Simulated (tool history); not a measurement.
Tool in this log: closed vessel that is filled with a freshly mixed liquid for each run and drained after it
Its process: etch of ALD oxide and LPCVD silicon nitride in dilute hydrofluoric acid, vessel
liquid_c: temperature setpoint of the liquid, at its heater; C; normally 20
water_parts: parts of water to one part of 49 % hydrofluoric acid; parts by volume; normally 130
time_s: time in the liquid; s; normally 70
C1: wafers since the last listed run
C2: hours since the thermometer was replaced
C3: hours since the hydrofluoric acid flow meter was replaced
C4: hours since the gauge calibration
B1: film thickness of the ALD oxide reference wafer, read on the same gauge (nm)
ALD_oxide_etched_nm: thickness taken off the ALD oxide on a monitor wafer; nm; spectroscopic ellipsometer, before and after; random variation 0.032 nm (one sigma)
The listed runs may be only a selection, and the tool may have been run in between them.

{"run": 1, "day": 0.0, "liquid_c": 20, "water_parts": 130, "time_s": 70, "C1": 0, "C2": 10, "C3": 161.2, "C4": 254, "B1": 129.993, "ALD_oxide_etched_nm": 4.489}
{"run": 2, "day": 1.738, "liquid_c": 20, "water_parts": 130, "time_s": 70, "C1": 3740, "C2": 51.7, "C3": 202.9, "C4": 295.7, "B1": 129.958, "ALD_oxide_etched_nm": 4.478}
{"run": 3, "day": 3.529, "liquid_c": 23.5, "water_parts": 130, "time_s": 95, "C1": 3856, "C2": 94.7, "C3": 245.9, "C4": 338.7, "B1": 129.972, "ALD_oxide_etched_nm": 6.974}
{"run": 4, "day": 4.725, "liquid_c": 23.5, "water_parts": 130, "time_s": 95, "C1": 2574, "C2": 123.4, "C3": 274.6, "C4": 367.4, "B1": 129.993, "ALD_oxide_etched_nm": 6.945}
{"run": 5, "day": 7.004, "liquid_c": 23.5, "water_parts": 130, "time_s": 95, "C1": 4906, "C2": 178.1, "C3": 329.3, "C4": 422.1, "B1": 130.018, "ALD_oxide_etched_nm": 6.954}
{"run": 6, "day": 8.467, "liquid_c": 20, "water_parts": 130, "time_s": 70, "C1": 3148, "C2": 213.2, "C3": 364.4, "C4": 457.2, "B1": 129.999, "ALD_oxide_etched_nm": 4.475}
{"run": 7, "day": 11.404, "liquid_c": 20, "water_parts": 130, "time_s": 70, "C1": 6323, "C2": 283.7, "C3": 434.9, "C4": 527.7, "B1": 129.987, "ALD_oxide_etched_nm": 4.444}
{"run": 8, "day": 12.925, "liquid_c": 20, "water_parts": 130, "time_s": 70, "C1": 3273, "C2": 320.2, "C3": 471.4, "C4": 564.2, "B1": 129.973, "ALD_oxide_etched_nm": 4.509}
{"run": 9, "day": 16.533, "liquid_c": 20, "water_parts": 130, "time_s": 70, "C1": 7767, "C2": 406.8, "C3": 558, "C4": 650.8, "B1": 129.985, "ALD_oxide_etched_nm": 4.476}
{"run": 10, "day": 18.583, "liquid_c": 20, "water_parts": 130, "time_s": 70, "C1": 4413, "C2": 456, "C3": 607.2, "C4": 700, "B1": 130.015, "ALD_oxide_etched_nm": 4.513}
{"run": 11, "day": 19.704, "liquid_c": 20, "water_parts": 130, "time_s": 70, "C1": 2412, "C2": 482.9, "C3": 634.1, "C4": 726.9, "B1": 130.012, "ALD_oxide_etched_nm": 4.531}
{"run": 12, "day": 22.392, "liquid_c": 20, "water_parts": 130, "time_s": 70, "C1": 5785, "C2": 547.4, "C3": 698.6, "C4": 791.4, "B1": 129.998, "ALD_oxide_etched_nm": 4.47}
{"day": 23.421, "done": "gauge calibrated"}
{"run": 13, "day": 24.521, "liquid_c": 23.5, "water_parts": 130, "time_s": 95, "C1": 4583, "C2": 598.5, "C3": 749.7, "C4": 26.4, "B1": 130.008, "ALD_oxide_etched_nm": 7.057}
{"run": 14, "day": 25.846, "liquid_c": 23.5, "water_parts": 190, "time_s": 90, "C1": 2852, "C2": 630.3, "C3": 781.5, "C4": 58.2, "B1": 130.003, "ALD_oxide_etched_nm": 4.232}
{"run": 15, "day": 26.875, "liquid_c": 20, "water_parts": 80, "time_s": 70, "C1": 2215, "C2": 655, "C3": 806.2, "C4": 82.9, "B1": 130.045, "ALD_oxide_etched_nm": 7.81}
{"run": 16, "day": 28.033, "liquid_c": 17, "water_parts": 170, "time_s": 70, "C1": 2493, "C2": 682.8, "C3": 834, "C4": 110.7, "B1": 129.976, "ALD_oxide_etched_nm": 2.954}
{"run": 17, "day": 30.054, "liquid_c": 17, "water_parts": 175, "time_s": 70, "C1": 4350, "C2": 731.3, "C3": 882.5, "C4": 159.2, "B1": 129.986, "ALD_oxide_etched_nm": 2.858}
{"run": 18, "day": 31.804, "liquid_c": 17, "water_parts": 95, "time_s": 70, "C1": 3767, "C2": 773.3, "C3": 924.5, "C4": 201.2, "B1": 130.005, "ALD_oxide_etched_nm": 5.675}
{"day": 34.604, "done": "hydrofluoric acid flow meter replaced"}
{"run": 19, "day": 34.625, "liquid_c": 20, "water_parts": 130, "time_s": 70, "C1": 5982, "C2": 841, "C3": 0.5, "C4": 268.9, "B1": 130.012, "ALD_oxide_etched_nm": 4.565}
{"run": 20, "day": 37.558, "liquid_c": 20, "water_parts": 130, "time_s": 70, "C1": 6314, "C2": 911.4, "C3": 70.9, "C4": 339.3, "B1": 129.999, "ALD_oxide_etched_nm": 4.623}
{"run": 21, "day": 40.192, "liquid_c": 20, "water_parts": 130, "time_s": 50, "C1": 5668, "C2": 974.6, "C3": 134.1, "C4": 402.5, "B1": 130.022, "ALD_oxide_etched_nm": 3.289}
{"day": 41.112, "done": "thermometer replaced"}
{"run": 22, "day": 42.408, "liquid_c": 22.5, "water_parts": 175, "time_s": 90, "C1": 4682, "C2": 31.1, "C3": 187.3, "C4": 455.7, "B1": 129.992, "ALD_oxide_etched_nm": 4.511}
{"run": 23, "day": 44.642, "liquid_c": 25, "water_parts": 115, "time_s": 70, "C1": 4807, "C2": 84.7, "C3": 240.9, "C4": 509.3, "B1": 129.978, "ALD_oxide_etched_nm": 6.266}
{"run": 24, "day": 45.838, "liquid_c": 17, "water_parts": 130, "time_s": 70, "C1": 2574, "C2": 113.4, "C3": 269.6, "C4": 538, "B1": 130.01, "ALD_oxide_etched_nm": 3.92}
{"run": 25, "day": 48.838, "liquid_c": 23.5, "water_parts": 130, "time_s": 95, "C1": 6458, "C2": 185.4, "C3": 341.6, "C4": 610, "B1": 130.021, "ALD_oxide_etched_nm": 7.01}
{"run": 26, "day": 51.983, "liquid_c": 20, "water_parts": 130, "time_s": 70, "C1": 6772, "C2": 260.9, "C3": 417.1, "C4": 685.5, "B1": 129.952, "ALD_oxide_etched_nm": 4.474}
{"day": 53.912, "done": "gauge calibrated"}
{"run": 27, "day": 53.971, "liquid_c": 22.5, "water_parts": 130, "time_s": 70, "C1": 4278, "C2": 308.6, "C3": 464.8, "C4": 1.4, "B1": 129.999, "ALD_oxide_etched_nm": 4.88}

Branching from run 27: 3 alternative next runs. What would each branch give?
{"run": "A", "day": 54.0, "liquid_c": 20, "water_parts": 130, "time_s": 70, "C1": 62, "C2": 309.3, "C3": 465.5, "C4": 2.1, "B1": "?", "ALD_oxide_etched_nm": "?"}
{"run": "B", "day": 54.0, "liquid_c": 17, "water_parts": 170, "time_s": 40, "C1": 62, "C2": 309.3, "C3": 465.5, "C4": 2.1, "B1": "?", "ALD_oxide_etched_nm": "?"}
{"run": "C", "day": 54.0, "liquid_c": 20, "water_parts": 130, "time_s": 55, "C1": 62, "C2": 309.3, "C3": 465.5, "C4": 2.1, "B1": "?", "ALD_oxide_etched_nm": "?"}

run=A B1=129.94 ALD_oxide_etched_nm=4.523
run=B B1=129.94 ALD_oxide_etched_nm=1.682
run=C B1=129.94 ALD_oxide_etched_nm=3.554
Take away the tool's hidden state, keep each run's random variation, and the runs would have read:
run=A ALD_oxide_etched_nm=4.476
run=B ALD_oxide_etched_nm=1.664
run=C ALD_oxide_etched_nm=3.517
